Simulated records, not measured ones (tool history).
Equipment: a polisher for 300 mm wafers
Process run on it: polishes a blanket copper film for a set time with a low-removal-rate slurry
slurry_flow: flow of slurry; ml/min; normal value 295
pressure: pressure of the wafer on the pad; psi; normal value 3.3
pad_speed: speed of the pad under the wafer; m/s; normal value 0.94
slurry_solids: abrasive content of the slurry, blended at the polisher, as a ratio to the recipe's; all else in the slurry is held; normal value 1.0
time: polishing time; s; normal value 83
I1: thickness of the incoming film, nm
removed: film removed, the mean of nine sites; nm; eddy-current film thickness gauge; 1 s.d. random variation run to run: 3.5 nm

Run 1, hour 0.0: usual settings; I1 1162.6. Result: removed 239.1 nm.
Run 2, hour 107.0: usual settings; I1 1142.1. Result: removed 232.3 nm.
Run 3, hour 173.0: usual settings; I1 1125.9. Result: removed 235.5 nm.
At hour 210.6: slurry nozzle cleaned.
Run 4, hour 273.2: usual settings but pressure 2.8 psi, pad_speed 0.72 m/s; I1 1135.9. Result: removed 160.3 nm.
Run 5, hour 371.3: usual settings; I1 1140.1. Result: removed 215.9 nm.
At hour 430.1: worn pad replaced by a new one.
Run 6, hour 458.1: usual settings; I1 1116.4. Result: removed 237.0 nm.
At hour 525.7: slurry blender recalibrated.
Run 7, hour 542.1: usual settings; I1 1152.8. Result: removed 236.1 nm.
Run 8, hour 591.9: usual settings; I1 1129.9. Result: removed 237.2 nm.
Run 9, hour 655.0: usual settings; I1 1138.6. Result: removed 233.6 nm.
Run 10, hour 714.6: usual settings; I1 1149.3. Result: removed 232.3 nm.
At hour 763.2: head pressure recalibrated.
At hour 782.0: slurry nozzle cleaned.
Run 11, hour 782.5: usual settings; I1 1127.6. Result: removed 227.6 nm.
Run 12, hour 838.0: usual settings; I1 1140.9. Result: removed 226.4 nm.
Run 13, hour 932.7: usual settings; I1 1153.3. Result: removed 212.8 nm.
At hour 1005.9: slurry blender recalibrated.
At hour 1029.5: worn pad replaced by a new one.
Run 14, hour 1038.7: usual settings but pressure 2.2 psi, pad_speed 0.64 m/s, time 62 s; I1 1140.6. Result: removed 91.4 nm.
Run 15, hour 1113.7: usual settings; I1 1144.7. Result: removed 233.3 nm.
Run 16, hour 1169.7: usual settings but pressure 3.7 psi, slurry_solids 0.7, time 69 s; I1 1141.0. Result: removed 203.5 nm.
Run 17, hour 1263.1: usual settings but slurry_flow 240 ml/min, pad_speed 0.76 m/s; I1 1137.0. Result: removed 195.4 nm.
At hour 1295.1: slurry nozzle cleaned.
Run 18, hour 1366.9: usual settings but slurry_solids 1.2; I1 1124.5. Result: removed 245.7 nm.
Run 19, hour 1406.2: usual settings; I1 1152.8. Result: removed 226.9 nm.
Run 20, hour 1504.9: usual settings but pressure 4.3 psi, pad_speed 0.82 m/s; I1 1141.9. Result: removed 255.2 nm.
At hour 1537.4: worn pad replaced by a new one.
At hour 1539.4: slurry blender recalibrated.
Run 21, hour 1560.4: usual settings but slurry_flow 355 ml/min, pressure 4.3 psi, slurry_solids 1.2, time 71 s; I1 1132.3. Result: removed 286.8 nm.
Run 22, hour 1610.1: usual settings; I1 1143.4. Result: removed 238.4 nm.
Run 23, hour 1711.5: usual settings but slurry_flow 375 ml/min, time 62 s; I1 1165.0. Result: removed 182.9 nm.
At hour 1805.4: slurry nozzle cleaned.
Run 24, hour 1818.5: usual settings but slurry_flow 395 ml/min, pad_speed 1.06 m/s, slurry_solids 0.9, time 75 s; I1 1131.1. Result: removed 226.3 nm.
Run 25, hour 2011.0: usual settings but slurry_flow 260 ml/min, pressure 2.7 psi, slurry_solids 0.7, time 107 s; I1 1125.2. Result: removed 205.0 nm.
At hour 2048.8: slurry blender recalibrated.
Run 26, hour 2085.2: usual settings but pad_speed 1.24 m/s; I1 1127.8. Result: removed 259.9 nm.
At hour 2112.7: worn pad replaced by a new one.
Run 27, hour 2124.6: usual settings but slurry_flow 390 ml/min, pressure 4.4 psi, pad_speed 0.76 m/s, time 111 s; I1 1144.8. Result: removed 380.4 nm.
Run 28, hour 2213.1: usual settings but slurry_flow 360 ml/min; I1 1133.1. Result: removed 245.0 nm.
At hour 2262.9: head pressure recalibrated.
Run 29, hour 2270.5: usual settings but pressure 4.4 psi, slurry_solids 0.8, time 100 s; I1 1115.3. Result: removed 365.1 nm.
At hour 2301.3: slurry nozzle cleaned.
Run 30, hour 2366.0: usual settings but slurry_solids 0.7, time 61 s; I1 1148.9. Result: removed 155.6 nm.

For each run, the measured value with the value that run would have given without the tool's hidden condition subtracted. The run-to-run variation is shared by both, the gauge scatter possibly not:
Hidden state present: removal rate lost through wear of the pad, %; slurry flow missing at the pad, %; deviation of the head's pressure from its setpoint, %; abrasive missing from the slurry, %.
run  removed
  1     -4.7
  2     -8.6
  3    -12.6
  4    -14.1
  5    -28.9
  6     -2.1
  7     -3.3
  8     -4.8
  9     -7.2
 10    -10.4
 11    -14.8
 12    -19.4
 13    -27.8
 14     -1.0
 15     -3.1
 16     -3.9
 17     -6.8
 18    -15.2
 19    -17.2
 20    -30.2
 21     -0.2
 22     -0.6
 23     -2.5
 24     -8.0
 25    -21.6
 26    -37.9
 27     -1.4
 28     -1.9
 29     -5.2
 30     -5.0
